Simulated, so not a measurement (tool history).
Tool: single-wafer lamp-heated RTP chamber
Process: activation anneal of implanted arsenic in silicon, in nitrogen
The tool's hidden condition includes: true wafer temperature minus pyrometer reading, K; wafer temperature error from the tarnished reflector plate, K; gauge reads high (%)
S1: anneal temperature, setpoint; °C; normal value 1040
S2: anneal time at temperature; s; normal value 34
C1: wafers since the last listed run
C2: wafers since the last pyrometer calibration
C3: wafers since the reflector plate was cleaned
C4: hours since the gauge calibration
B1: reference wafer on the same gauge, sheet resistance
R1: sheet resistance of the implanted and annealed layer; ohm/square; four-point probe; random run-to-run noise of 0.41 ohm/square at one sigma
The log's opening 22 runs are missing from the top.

run,hour,S1,S2,C1,C2,C3,C4,B1,R1
23,602.1,1052,20,297,774,302,263,277.91,271.46
24,626.7,1040,34,263,1037,566,287.6,277.89,269.45
25,655.1,1068,34,303,1341,869,316,278.05,263.66
26,677.4,1057,34,238,1579,1108,338.3,278.1,265.7
27,709.3,1027,23,341,1920,1449,370.2,277.93,273.8
28,739.6,1040,34,324,2245,1773,400.5,278.08,268.97
29,758.5,1040,34,202,2447,1975,419.4,278.21,268.83
30,792.1,1040,34,359,2806,2335,453,278.09,268.79
31,821.8,1040,34,317,3124,2652,482.7,278.09,268.9
32,854.3,1068,41,347,3471,3000,515.2,277.81,260.35
33,875.9,1015,25,231,3703,3231,536.8,278.03,274.13
34,901.8,1062,43,277,3980,3508,562.7,277.96,261.35
# hour 982.1: gauge calibrated
35,989.5,1053,52,938,4918,4446,7.4,278.07,260.55
36,1021.6,1040,34,343,5261,4790,39.5,277.82,267.41
37,1049.6,1031,34,299,5561,5089,67.5,278.04,268.78

What if the next run were any one of these 3? Each begins from the tool's condition after run 37:
A,1050,1040,34,4,5565,5093,67.9,?,?
B,1050,1067,34,4,5565,5093,67.9,?,?
C,1050,1054,34,4,5565,5093,67.9,?,?

run,B1,R1
A,278.04,266.78
B,278.04,260.67
C,278.04,263.78
Had the tool no hidden state, the same runs would have come out as:
run,R1
A,269.87
B,264.55
C,267.27
